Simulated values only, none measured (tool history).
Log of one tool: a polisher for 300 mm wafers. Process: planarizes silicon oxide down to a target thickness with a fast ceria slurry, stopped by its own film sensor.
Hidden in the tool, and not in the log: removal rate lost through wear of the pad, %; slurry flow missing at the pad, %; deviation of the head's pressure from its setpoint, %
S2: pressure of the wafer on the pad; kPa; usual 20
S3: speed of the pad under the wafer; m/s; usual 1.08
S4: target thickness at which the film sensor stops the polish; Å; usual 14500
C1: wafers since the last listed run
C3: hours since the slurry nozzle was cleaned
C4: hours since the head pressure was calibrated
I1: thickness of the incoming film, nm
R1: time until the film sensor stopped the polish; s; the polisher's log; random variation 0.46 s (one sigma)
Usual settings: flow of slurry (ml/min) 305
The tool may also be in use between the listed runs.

{"run": 1, "hour": 0.0, "flow of slurry (ml/min)": 305, "S2": 22.1, "S3": 1.08, "S4": 14500, "C1": 0, "wafers polished on this pad": 430, "C3": 195.3, "C4": 552.3, "I1": 2223.4, "R1": 33.2}
{"hour": 54.5, "done": "slurry nozzle cleaned"}
{"run": 2, "hour": 57.8, "flow of slurry (ml/min)": 305, "S2": 22.1, "S3": 1.08, "S4": 14500, "C1": 715, "wafers polished on this pad": 1145, "C3": 3.3, "C4": 610.1, "I1": 2291.7, "R1": 38.3}
{"hour": 72.7, "done": "worn pad replaced by a new one"}
{"run": 3, "hour": 84.6, "flow of slurry (ml/min)": 305, "S2": 22.1, "S3": 1.08, "S4": 14500, "C1": 287, "wafers polished on this pad": 149, "C3": 30.1, "C4": 636.9, "I1": 2259.2, "R1": 34.9}
{"run": 4, "hour": 121.0, "flow of slurry (ml/min)": 305, "S2": 20, "S3": 1.08, "S4": 14500, "C1": 458, "wafers polished on this pad": 607, "C3": 66.5, "C4": 673.3, "I1": 2240.9, "R1": 37.3}
{"run": 5, "hour": 145.6, "flow of slurry (ml/min)": 305, "S2": 20, "S3": 1.08, "S4": 14500, "C1": 309, "wafers polished on this pad": 917, "C3": 91.1, "C4": 697.9, "I1": 2252.2, "R1": 39.1}
{"hour": 184.4, "done": "worn pad replaced by a new one"}
{"run": 6, "hour": 198.0, "flow of slurry (ml/min)": 305, "S2": 20, "S3": 1.08, "S4": 14500, "C1": 609, "wafers polished on this pad": 171, "C3": 143.5, "C4": 750.3, "I1": 2202.9, "R1": 35.3}
{"run": 7, "hour": 236.0, "flow of slurry (ml/min)": 305, "S2": 20, "S3": 1.28, "S4": 14500, "C1": 478, "wafers polished on this pad": 650, "C3": 181.5, "C4": 788.3, "I1": 2257.3, "R1": 33.4}
{"run": 8, "hour": 263.9, "flow of slurry (ml/min)": 265, "S2": 20, "S3": 1.08, "S4": 14500, "C1": 351, "wafers polished on this pad": 1001, "C3": 209.4, "C4": 816.2, "I1": 2260.2, "R1": 39.6}
{"hour": 286.0, "done": "worn pad replaced by a new one"}
{"hour": 305.5, "done": "slurry nozzle cleaned"}
{"run": 9, "hour": 322.2, "flow of slurry (ml/min)": 305, "S2": 20, "S3": 1.08, "S4": 14500, "C1": 671, "wafers polished on this pad": 443, "C3": 16.7, "C4": 874.5, "I1": 2217.3, "R1": 36.4}
{"run": 10, "hour": 354.8, "flow of slurry (ml/min)": 305, "S2": 24.1, "S3": 1.08, "S4": 14500, "C1": 410, "wafers polished on this pad": 854, "C3": 49.3, "C4": 907.1, "I1": 2290.6, "R1": 33.8}
{"run": 11, "hour": 385.3, "flow of slurry (ml/min)": 305, "S2": 20, "S3": 1.34, "S4": 14500, "C1": 383, "wafers polished on this pad": 1238, "C3": 79.8, "C4": 937.6, "I1": 2259.7, "R1": 33.2}
{"hour": 414.9, "done": "worn pad replaced by a new one"}
{"run": 12, "hour": 415.4, "flow of slurry (ml/min)": 365, "S2": 16.5, "S3": 0.94, "S4": 16270, "C1": 328, "wafers polished on this pad": 6, "C3": 109.9, "C4": 967.7, "I1": 2230.2, "R1": 37.3}
{"hour": 422.8, "done": "head pressure recalibrated"}
{"run": 13, "hour": 446.2, "flow of slurry (ml/min)": 305, "S2": 26.2, "S3": 0.8, "S4": 14500, "C1": 362, "wafers polished on this pad": 369, "C3": 140.7, "C4": 23.4, "I1": 2234.8, "R1": 35.5}
{"run": 14, "hour": 484.9, "flow of slurry (ml/min)": 395, "S2": 14.5, "S3": 0.8, "S4": 16560, "C1": 487, "wafers polished on this pad": 856, "C3": 179.4, "C4": 62.1, "I1": 2213.1, "R1": 46.1}
{"hour": 510.1, "done": "slurry nozzle cleaned"}
{"hour": 519.2, "done": "worn pad replaced by a new one"}
{"run": 15, "hour": 555.5, "flow of slurry (ml/min)": 305, "S2": 20, "S3": 1.08, "S4": 14500, "C1": 825, "wafers polished on this pad": 457, "C3": 45.4, "C4": 132.7, "I1": 2204.4, "R1": 35.6}

Forecast each of these 4 alternatives for the next run:
{"run": "A", "hour": 555.9, "flow of slurry (ml/min)": 395, "S2": 20, "S3": 1.08, "S4": 14500, "C1": 5, "wafers polished on this pad": 462, "C3": 45.8, "C4": 133.1, "I1": 2248.9, "R1": "?"}
{"run": "B", "hour": 555.9, "flow of slurry (ml/min)": 305, "S2": 23.4, "S3": 1.08, "S4": 13180, "C1": 5, "wafers polished on this pad": 462, "C3": 45.8, "C4": 133.1, "I1": 2248.9, "R1": "?"}
{"run": "C", "hour": 555.9, "flow of slurry (ml/min)": 410, "S2": 20, "S3": 0.98, "S4": 14500, "C1": 5, "wafers polished on this pad": 462, "C3": 45.8, "C4": 133.1, "I1": 2248.9, "R1": "?"}
{"run": "D", "hour": 555.9, "flow of slurry (ml/min)": 305, "S2": 22.8, "S3": 1.08, "S4": 14500, "C1": 5, "wafers polished on this pad": 462, "C3": 45.8, "C4": 133.1, "I1": 2248.9, "R1": "?"}

run=A R1=37
run=B R1=37.6
run=C R1=39.9
run=D R1=33.2
Without the tool's hidden state the same runs would have given:
run=A R1=36.8
run=B R1=37.3
run=C R1=39.6
run=D R1=33

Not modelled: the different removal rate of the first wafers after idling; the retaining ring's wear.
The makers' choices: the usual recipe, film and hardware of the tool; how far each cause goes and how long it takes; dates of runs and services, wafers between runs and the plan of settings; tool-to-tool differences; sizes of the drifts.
